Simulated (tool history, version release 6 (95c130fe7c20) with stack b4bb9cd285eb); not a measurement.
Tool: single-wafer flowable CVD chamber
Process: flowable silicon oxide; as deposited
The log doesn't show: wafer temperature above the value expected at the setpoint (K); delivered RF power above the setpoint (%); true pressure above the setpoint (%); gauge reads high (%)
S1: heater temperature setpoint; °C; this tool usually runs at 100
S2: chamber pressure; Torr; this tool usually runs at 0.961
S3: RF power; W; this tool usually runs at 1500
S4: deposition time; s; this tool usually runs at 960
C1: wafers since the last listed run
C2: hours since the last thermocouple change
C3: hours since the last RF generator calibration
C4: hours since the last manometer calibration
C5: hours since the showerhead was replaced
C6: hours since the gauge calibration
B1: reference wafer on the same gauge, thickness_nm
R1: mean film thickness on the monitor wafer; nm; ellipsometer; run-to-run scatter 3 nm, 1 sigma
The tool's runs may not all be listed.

| run | hour | S1 | S2 | S3 | S4 | C1 | C2 | C3 | C4 | C5 | C6 | B1 | R1 |
|---|---|---|---|---|---|---|---|---|---|---|---|---|---|
| 1 | 0.0 | 100 | 0.961 | 1580 | 1068 | 0 | 831.7 | 571.0 | 601.1 | 1983.8 | 390.7 | 484.302 | 667.376 |
| 2 | 50.9 | 100 | 0.961 | 1580 | 1068 | 136 | 882.6 | 621.9 | 652.0 | 2034.7 | 441.6 | 483.277 | 668.454 |
| 3 | 114.0 | 100 | 0.961 | 1580 | 1068 | 169 | 945.7 | 685.0 | 715.1 | 2097.8 | 504.7 | 483.731 | 668.691 |
| 4 | 148.7 | 88 | 1.051 | 1500 | 960 | 93 | 980.4 | 719.7 | 749.8 | 2132.5 | 539.4 | 483.653 | 931.527 |
| 5 | 186.3 | 88 | 1.051 | 1500 | 960 | 101 | 1018.0 | 757.3 | 787.4 | 2170.1 | 577.0 | 484.001 | 919.179 |
| 6 | 253.6 | 88 | 1.051 | 1500 | 960 | 180 | 1085.3 | 824.6 | 854.7 | 2237.4 | 644.3 | 483.991 | 929.173 |
| 7 | 295.7 | 100 | 0.961 | 1500 | 960 | 113 | 1127.4 | 866.7 | 896.8 | 2279.5 | 686.4 | 484.237 | 589.968 |
|  | 319.0 | gauge calibrated |
| 8 | 327.3 | 100 | 0.961 | 1500 | 960 | 84 | 1159.0 | 898.3 | 928.4 | 2311.1 | 8.3 | 484.398 | 592.132 |
| 9 | 367.2 | 100 | 0.874 | 1500 | 825 | 107 | 1198.9 | 938.2 | 968.3 | 2351.0 | 48.2 | 482.592 | 467.229 |
|  | 377.8 | capacitance manometer re-zeroed and calibrated |
| 10 | 436.6 | 100 | 0.874 | 1500 | 825 | 164 | 1268.3 | 1007.6 | 58.8 | 2420.4 | 117.6 | 483.584 | 472.662 |
| 11 | 469.1 | 100 | 0.961 | 1500 | 831 | 87 | 1300.8 | 1040.1 | 91.3 | 2452.9 | 150.1 | 484.460 | 514.215 |
|  | 489.4 | thermocouple changed; heater temperature recalibrated |
| 12 | 505.9 | 100 | 1.023 | 1500 | 1129 | 77 | 16.5 | 1076.9 | 128.1 | 2489.7 | 186.9 | 483.159 | 737.883 |
| 13 | 530.1 | 100 | 0.882 | 1670 | 960 | 65 | 40.7 | 1101.1 | 152.3 | 2513.9 | 211.1 | 485.282 | 575.215 |
| 14 | 558.3 | 100 | 0.743 | 1750 | 960 | 75 | 68.9 | 1129.3 | 180.5 | 2542.1 | 239.3 | 484.456 | 505.533 |
| 15 | 608.9 | 100 | 0.961 | 1500 | 1012 | 135 | 119.5 | 1179.9 | 231.1 | 2592.7 | 289.9 | 484.368 | 623.150 |
| 16 | 649.6 | 100 | 0.961 | 1500 | 1012 | 109 | 160.2 | 1220.6 | 271.8 | 2633.4 | 330.6 | 483.542 | 615.361 |
|  | 665.7 | RF generator calibrated |
|  | 698.1 | showerhead replaced |
| 17 | 698.6 | 95 | 0.961 | 1210 | 1115 | 88 | 209.2 | 32.9 | 320.8 | 0.5 | 379.6 | 483.802 | 724.960 |
| 18 | 735.3 | 100 | 0.961 | 1500 | 960 | 98 | 245.9 | 69.6 | 357.5 | 37.2 | 416.3 | 484.509 | 588.278 |
| 19 | 776.4 | 100 | 1.089 | 1335 | 1080 | 110 | 287.0 | 110.7 | 398.6 | 78.3 | 457.4 | 484.525 | 706.480 |
| 20 | 810.7 | 90 | 0.961 | 1500 | 1059 | 92 | 321.3 | 145.0 | 432.9 | 112.6 | 491.7 | 483.648 | 903.228 |
| 21 | 861.0 | 100 | 0.961 | 1500 | 960 | 135 | 371.6 | 195.3 | 483.2 | 162.9 | 542.0 | 483.731 | 586.160 |
| 22 | 896.7 | 100 | 0.886 | 1340 | 877 | 95 | 407.3 | 231.0 | 518.9 | 198.6 | 577.7 | 483.346 | 481.298 |
| 23 | 928.0 | 94 | 1.161 | 1340 | 1026 | 84 | 438.6 | 262.3 | 550.2 | 229.9 | 609.0 | 483.962 | 856.560 |

Here are 3 independent what-if runs from the current tool condition. What would each one return?
| A | 928.7 | 100 | 0.961 | 1500 | 960 | 1 | 439.3 | 263.0 | 550.9 | 230.6 | 609.7 | ? | ? |
| B | 928.7 | 100 | 1.022 | 1715 | 960 | 1 | 439.3 | 263.0 | 550.9 | 230.6 | 609.7 | ? | ? |
| C | 928.7 | 100 | 0.961 | 1500 | 776 | 1 | 439.3 | 263.0 | 550.9 | 230.6 | 609.7 | ? | ? |

| run | B1 | R1 |
|---|---|---|
| A | 484.396 | 586.697 |
| B | 484.396 | 646.772 |
| C | 484.396 | 474.246 |
Take away the tool's hidden state, keep each run's random variation, and the runs would have read:
| run | R1 |
|---|---|
| A | 600.374 |
| B | 661.850 |
| C | 485.302 |
